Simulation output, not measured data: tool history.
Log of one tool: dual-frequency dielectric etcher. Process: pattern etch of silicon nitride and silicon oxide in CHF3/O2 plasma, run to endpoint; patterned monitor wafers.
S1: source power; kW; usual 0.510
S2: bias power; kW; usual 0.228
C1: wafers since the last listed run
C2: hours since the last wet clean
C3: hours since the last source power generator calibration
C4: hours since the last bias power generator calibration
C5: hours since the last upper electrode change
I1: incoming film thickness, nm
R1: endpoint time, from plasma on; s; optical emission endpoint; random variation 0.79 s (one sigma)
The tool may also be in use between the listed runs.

{"run": 1, "hour": 0.0, "S1": 0.51, "S2": 0.216, "C1": 0, "C2": 63.7, "C3": 539.9, "C4": 1186.8, "C5": 4698.4, "I1": 309.4, "R1": 216.1}
{"run": 2, "hour": 72.7, "S1": 0.51, "S2": 0.216, "C1": 613, "C2": 136.4, "C3": 612.6, "C4": 1259.5, "C5": 4771.1, "I1": 311.2, "R1": 216.1}
{"run": 3, "hour": 142.6, "S1": 0.51, "S2": 0.216, "C1": 590, "C2": 206.3, "C3": 682.5, "C4": 1329.4, "C5": 4841.0, "I1": 313.2, "R1": 218.0}
{"run": 4, "hour": 197.4, "S1": 0.51, "S2": 0.242, "C1": 462, "C2": 261.1, "C3": 737.3, "C4": 1384.2, "C5": 4895.8, "I1": 313.5, "R1": 207.2}
{"run": 5, "hour": 269.1, "S1": 0.51, "S2": 0.242, "C1": 605, "C2": 332.8, "C3": 809.0, "C4": 1455.9, "C5": 4967.5, "I1": 310.4, "R1": 204.3}
{"hour": 344.2, "done": "wet clean of the chamber"}
{"run": 6, "hour": 355.4, "S1": 0.51, "S2": 0.242, "C1": 526, "C2": 11.2, "C3": 895.3, "C4": 1542.2, "C5": 5053.8, "I1": 311.6, "R1": 205.0}
{"run": 7, "hour": 400.7, "S1": 0.51, "S2": 0.251, "C1": 382, "C2": 56.5, "C3": 940.6, "C4": 1587.5, "C5": 5099.1, "I1": 310.8, "R1": 200.5}
{"run": 8, "hour": 457.3, "S1": 0.51, "S2": 0.251, "C1": 477, "C2": 113.1, "C3": 997.2, "C4": 1644.1, "C5": 5155.7, "I1": 307.7, "R1": 199.2}
{"run": 9, "hour": 494.1, "S1": 0.44, "S2": 0.259, "C1": 310, "C2": 149.9, "C3": 1034.0, "C4": 1680.9, "C5": 5192.5, "I1": 311.9, "R1": 210.5}
{"run": 10, "hour": 544.6, "S1": 0.44, "S2": 0.259, "C1": 426, "C2": 200.4, "C3": 1084.5, "C4": 1731.4, "C5": 5243.0, "I1": 313.2, "R1": 212.4}
{"run": 11, "hour": 651.7, "S1": 0.44, "S2": 0.259, "C1": 904, "C2": 307.5, "C3": 1191.6, "C4": 1838.5, "C5": 5350.1, "I1": 314.3, "R1": 210.2}
{"run": 12, "hour": 743.8, "S1": 0.51, "S2": 0.228, "C1": 777, "C2": 399.6, "C3": 1283.7, "C4": 1930.6, "C5": 5442.2, "I1": 312.5, "R1": 210.0}
{"hour": 802.8, "done": "wet clean of the chamber"}
{"run": 13, "hour": 827.8, "S1": 0.51, "S2": 0.242, "C1": 506, "C2": 25.0, "C3": 1367.7, "C4": 2014.6, "C5": 5526.2, "I1": 308.9, "R1": 200.1}
{"run": 14, "hour": 920.5, "S1": 0.51, "S2": 0.228, "C1": 782, "C2": 117.7, "C3": 1460.4, "C4": 2107.3, "C5": 5618.9, "I1": 308.3, "R1": 206.9}
{"run": 15, "hour": 1000.5, "S1": 0.38, "S2": 0.228, "C1": 675, "C2": 197.7, "C3": 1540.4, "C4": 2187.3, "C5": 5698.9, "I1": 311.5, "R1": 233.6}
{"hour": 1089.4, "done": "source power generator calibrated"}
{"hour": 1185.9, "done": "upper electrode replaced"}
{"hour": 1195.0, "done": "bias power generator calibrated"}
{"hour": 1207.7, "done": "wet clean of the chamber"}
{"run": 16, "hour": 1288.9, "S1": 0.51, "S2": 0.284, "C1": 2057, "C2": 81.2, "C3": 199.5, "C4": 93.9, "C5": 103.0, "I1": 307.8, "R1": 189.1}
{"run": 17, "hour": 1340.4, "S1": 0.54, "S2": 0.265, "C1": 434, "C2": 132.7, "C3": 251.0, "C4": 145.4, "C5": 154.5, "I1": 313.3, "R1": 195.8}
{"run": 18, "hour": 1424.9, "S1": 0.62, "S2": 0.197, "C1": 713, "C2": 217.2, "C3": 335.5, "C4": 229.9, "C5": 239.0, "I1": 312.2, "R1": 211.1}
{"run": 19, "hour": 1490.1, "S1": 0.43, "S2": 0.175, "C1": 550, "C2": 282.4, "C3": 400.7, "C4": 295.1, "C5": 304.2, "I1": 309.1, "R1": 253.7}
{"run": 20, "hour": 1545.4, "S1": 0.51, "S2": 0.273, "C1": 466, "C2": 337.7, "C3": 456.0, "C4": 350.4, "C5": 359.5, "I1": 312.3, "R1": 195.0}
{"hour": 1682.9, "done": "wet clean of the chamber"}
{"run": 21, "hour": 1844.1, "S1": 0.44, "S2": 0.257, "C1": 2319, "C2": 161.2, "C3": 754.7, "C4": 649.1, "C5": 658.2, "I1": 309.2, "R1": 209.7}
{"run": 22, "hour": 1932.0, "S1": 0.51, "S2": 0.251, "C1": 742, "C2": 249.1, "C3": 842.6, "C4": 737.0, "C5": 746.1, "I1": 310.0, "R1": 202.3}
{"run": 23, "hour": 2015.1, "S1": 0.43, "S2": 0.175, "C1": 701, "C2": 332.2, "C3": 925.7, "C4": 820.1, "C5": 829.2, "I1": 312.4, "R1": 257.9}
{"run": 24, "hour": 2058.1, "S1": 0.39, "S2": 0.195, "C1": 363, "C2": 375.2, "C3": 968.7, "C4": 863.1, "C5": 872.2, "I1": 309.6, "R1": 249.3}
{"hour": 2129.8, "done": "wet clean of the chamber"}
{"run": 25, "hour": 2278.9, "S1": 0.44, "S2": 0.259, "C1": 1661, "C2": 149.1, "C3": 1189.5, "C4": 1083.9, "C5": 1093.0, "I1": 310.5, "R1": 209.7}

Forecast each of these 3 alternatives for the next run:
{"run": "A", "hour": 2279.4, "S1": 0.43, "S2": 0.228, "C1": 4, "C2": 149.6, "C3": 1190.0, "C4": 1084.4, "C5": 1093.5, "I1": 310.0, "R1": "?"}
{"run": "B", "hour": 2279.4, "S1": 0.51, "S2": 0.194, "C1": 4, "C2": 149.6, "C3": 1190.0, "C4": 1084.4, "C5": 1093.5, "I1": 310.0, "R1": "?"}
{"run": "C", "hour": 2279.4, "S1": 0.46, "S2": 0.187, "C1": 4, "C2": 149.6, "C3": 1190.0, "C4": 1084.4, "C5": 1093.5, "I1": 310.0, "R1": "?"}

run=A R1=223.0
run=B R1=224.7
run=C R1=238.1
Without the tool's hidden state the same runs would have given:
run=A R1=226.0
run=B R1=227.8
run=C R1=241.4

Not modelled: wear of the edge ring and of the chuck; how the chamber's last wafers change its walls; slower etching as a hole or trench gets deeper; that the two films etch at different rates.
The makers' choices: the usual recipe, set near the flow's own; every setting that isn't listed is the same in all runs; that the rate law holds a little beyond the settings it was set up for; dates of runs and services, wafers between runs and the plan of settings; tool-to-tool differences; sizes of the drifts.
